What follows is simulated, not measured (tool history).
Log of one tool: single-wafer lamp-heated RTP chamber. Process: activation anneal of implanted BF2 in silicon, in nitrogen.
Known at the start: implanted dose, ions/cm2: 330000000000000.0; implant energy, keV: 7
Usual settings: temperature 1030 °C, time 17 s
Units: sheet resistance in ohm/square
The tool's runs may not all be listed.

run	hour	temperature	time	read-back reference wafer on the same gauge, sheet resistance	sheet resistance
1	0	1030	17	436.9	407.93
2	40.5	1030	17	436.68	406.68
3	65.5	1030	17	436.89	404.14
4	123.5	1044	12	437.06	402.77
# hour 137.4: pyrometer window cleaned and pyrometer calibrated
5	170.4	1044	12	437.15	398.68
# hour 193.5: reflector plate cleaned
6	237.9	1030	17	437.13	411.93
7	307.5	1030	17	437.27	407.3
8	346.2	1030	17	437.02	405.43
9	393.2	1030	17	437.5	402.78
# hour 442.5: pyrometer window cleaned and pyrometer calibrated
10	443	1030	17	437.67	406.83
# hour 455.9: gauge calibrated
11	470.7	1030	17	436.73	408.43
# hour 603.3: reflector plate cleaned
12	606.2	1030	17	436.84	410.03
13	639.9	1030	17	437.11	412.58
# hour 709: pyrometer window cleaned and pyrometer calibrated
14	709.5	1054	23	437.2	371.91
15	745.6	1054	24	436.72	375.22
16	781.2	1054	8	437.22	404.32
17	806.4	1030	17	437.32	409.64
18	874.4	1030	17	436.6	404.91
19	930.5	1030	17	437.33	403.95
# hour 963.9: pyrometer window cleaned and pyrometer calibrated
20	981.1	1000	22	436.94	432.94
21	1042.2	1050	17	437.13	387.24
# hour 1050.9: reflector plate cleaned
22	1086.2	1057	13	436.96	390.61
# hour 1213.2: pyrometer window cleaned and pyrometer calibrated
23	1225.1	1059	27	436.62	364.7
24	1251.2	1030	17	437.42	406.46
25	1321.7	1044	8	436.77	415.84
26	1346	1030	17	437.19	402.7

Measured less the same run without the tool's hidden state. The same run-to-run variation is in both; the gauge's scatter may not be:
The hidden state here: true wafer temperature minus pyrometer reading, K; wafer temperature error from the tarnished reflector plate, K; gauge reads high (%).
run	sheet resistance
1	-8.29
2	-8.74
3	-8.91
4	-8.23
5	-8.35
6	-2.59
7	-5.22
8	-6.19
9	-7.04
10	-7.8
11	-8.13
12	-0.9
13	-2.87
14	-3.8
15	-4.43
16	-6.36
17	-7.87
18	-8.64
19	-9.08
20	-12.2
21	-7.71
22	-1.79
23	-3.69
24	-7.25
25	-7.43
26	-8.3
